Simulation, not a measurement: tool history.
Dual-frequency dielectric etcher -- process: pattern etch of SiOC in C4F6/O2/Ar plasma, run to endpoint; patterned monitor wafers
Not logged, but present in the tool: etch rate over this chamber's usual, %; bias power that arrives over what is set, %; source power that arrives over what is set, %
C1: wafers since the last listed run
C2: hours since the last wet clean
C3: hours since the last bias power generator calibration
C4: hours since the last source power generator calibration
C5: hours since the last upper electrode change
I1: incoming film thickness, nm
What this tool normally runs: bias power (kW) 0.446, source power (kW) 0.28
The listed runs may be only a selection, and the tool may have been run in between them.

{"run": 1, "day": 0.0, "bias power (kW)": 0.446, "source power (kW)": 0.23, "C1": 0, "C2": 125.2, "C3": 3046.9, "C4": 2672.5, "C5": 3914.3, "I1": 40.98, "endpoint time (s)": 16.9}
{"run": 2, "day": 1.138, "bias power (kW)": 0.446, "source power (kW)": 0.23, "C1": 363, "C2": 152.5, "C3": 3074.2, "C4": 2699.8, "C5": 3941.6, "I1": 41.18, "endpoint time (s)": 17}
{"run": 3, "day": 2.8, "bias power (kW)": 0.446, "source power (kW)": 0.25, "C1": 530, "C2": 192.4, "C3": 3114.1, "C4": 2739.7, "C5": 3981.5, "I1": 41.06, "endpoint time (s)": 16.6}
{"run": 4, "day": 4.25, "bias power (kW)": 0.446, "source power (kW)": 0.25, "C1": 462, "C2": 227.2, "C3": 3148.9, "C4": 2774.5, "C5": 4016.3, "I1": 41.06, "endpoint time (s)": 16.5}
{"run": 5, "day": 6.446, "bias power (kW)": 0.446, "source power (kW)": 0.25, "C1": 700, "C2": 279.9, "C3": 3201.6, "C4": 2827.2, "C5": 4069, "I1": 41.09, "endpoint time (s)": 16.6}
{"run": 6, "day": 9.05, "bias power (kW)": 0.446, "source power (kW)": 0.28, "C1": 831, "C2": 342.4, "C3": 3264.1, "C4": 2889.7, "C5": 4131.5, "I1": 41.17, "endpoint time (s)": 15.8}
{"run": 7, "day": 10.333, "bias power (kW)": 0.446, "source power (kW)": 0.28, "C1": 409, "C2": 373.2, "C3": 3294.9, "C4": 2920.5, "C5": 4162.3, "I1": 41.06, "endpoint time (s)": 15.9}
{"run": 8, "day": 12.242, "bias power (kW)": 0.446, "source power (kW)": 0.28, "C1": 609, "C2": 419, "C3": 3340.7, "C4": 2966.3, "C5": 4208.1, "I1": 40.83, "endpoint time (s)": 15.8}
{"run": 9, "day": 14.975, "bias power (kW)": 0.446, "source power (kW)": 0.28, "C1": 872, "C2": 484.6, "C3": 3406.3, "C4": 3031.9, "C5": 4273.7, "I1": 40.76, "endpoint time (s)": 15.9}
{"run": 10, "day": 16.867, "bias power (kW)": 0.446, "source power (kW)": 0.28, "C1": 603, "C2": 530, "C3": 3451.7, "C4": 3077.3, "C5": 4319.1, "I1": 40.55, "endpoint time (s)": 15.7}
{"day": 18.404, "done": "wet clean of the chamber"}
{"day": 18.662, "done": "upper electrode replaced"}
{"run": 11, "day": 19.204, "bias power (kW)": 0.446, "source power (kW)": 0.28, "C1": 343, "C2": 19.2, "C3": 3507.8, "C4": 3133.4, "C5": 13, "I1": 40.77, "endpoint time (s)": 15.4}
{"run": 12, "day": 22.383, "bias power (kW)": 0.446, "source power (kW)": 0.28, "C1": 1014, "C2": 95.5, "C3": 3584.1, "C4": 3209.7, "C5": 89.3, "I1": 40.89, "endpoint time (s)": 15.4}
{"run": 13, "day": 24.717, "bias power (kW)": 0.446, "source power (kW)": 0.28, "C1": 744, "C2": 151.5, "C3": 3640.1, "C4": 3265.7, "C5": 145.3, "I1": 40.41, "endpoint time (s)": 15.4}
{"run": 14, "day": 27.104, "bias power (kW)": 0.503, "source power (kW)": 0.28, "C1": 762, "C2": 208.8, "C3": 3697.4, "C4": 3323, "C5": 202.6, "I1": 41.11, "endpoint time (s)": 15.2}
{"run": 15, "day": 29.883, "bias power (kW)": 0.446, "source power (kW)": 0.28, "C1": 887, "C2": 275.5, "C3": 3764.1, "C4": 3389.7, "C5": 269.3, "I1": 41.12, "endpoint time (s)": 15.8}
{"day": 33.038, "done": "source power generator calibrated"}
{"run": 16, "day": 34.462, "bias power (kW)": 0.364, "source power (kW)": 0.3, "C1": 1408, "C2": 385.4, "C3": 3874, "C4": 34.2, "C5": 379.2, "I1": 41.02, "endpoint time (s)": 16.4}
{"run": 17, "day": 37.192, "bias power (kW)": 0.54, "source power (kW)": 0.22, "C1": 871, "C2": 450.9, "C3": 3939.5, "C4": 99.7, "C5": 444.7, "I1": 40.63, "endpoint time (s)": 16.5}
{"run": 18, "day": 38.725, "bias power (kW)": 0.446, "source power (kW)": 0.23, "C1": 489, "C2": 487.7, "C3": 3976.3, "C4": 136.5, "C5": 481.5, "I1": 40.92, "endpoint time (s)": 17.4}
{"day": 40.062, "done": "wet clean of the chamber"}
{"run": 19, "day": 41.638, "bias power (kW)": 0.365, "source power (kW)": 0.32, "C1": 610, "C2": 37.8, "C3": 4046.2, "C4": 206.4, "C5": 551.4, "I1": 40.72, "endpoint time (s)": 15.4}
{"day": 44.942, "done": "bias power generator calibrated"}
{"run": 20, "day": 46.279, "bias power (kW)": 0.487, "source power (kW)": 0.31, "C1": 1428, "C2": 149.2, "C3": 32.1, "C4": 317.8, "C5": 662.8, "I1": 40.85, "endpoint time (s)": 14.5}

For run 21, what comes out?
{"run": 21, "day": 48.221, "bias power (kW)": 0.5, "source power (kW)": 0.21, "C1": 619, "C2": 195.8, "C3": 78.7, "C4": 364.4, "C5": 709.4, "I1": 41.19, "endpoint time (s)": "?"}

{"run 21": {"endpoint time (s)": 17.3}}
Were there no unlogged condition in the tool, this run, its random variation unchanged, would have produced endpoint time (s) 17.1.
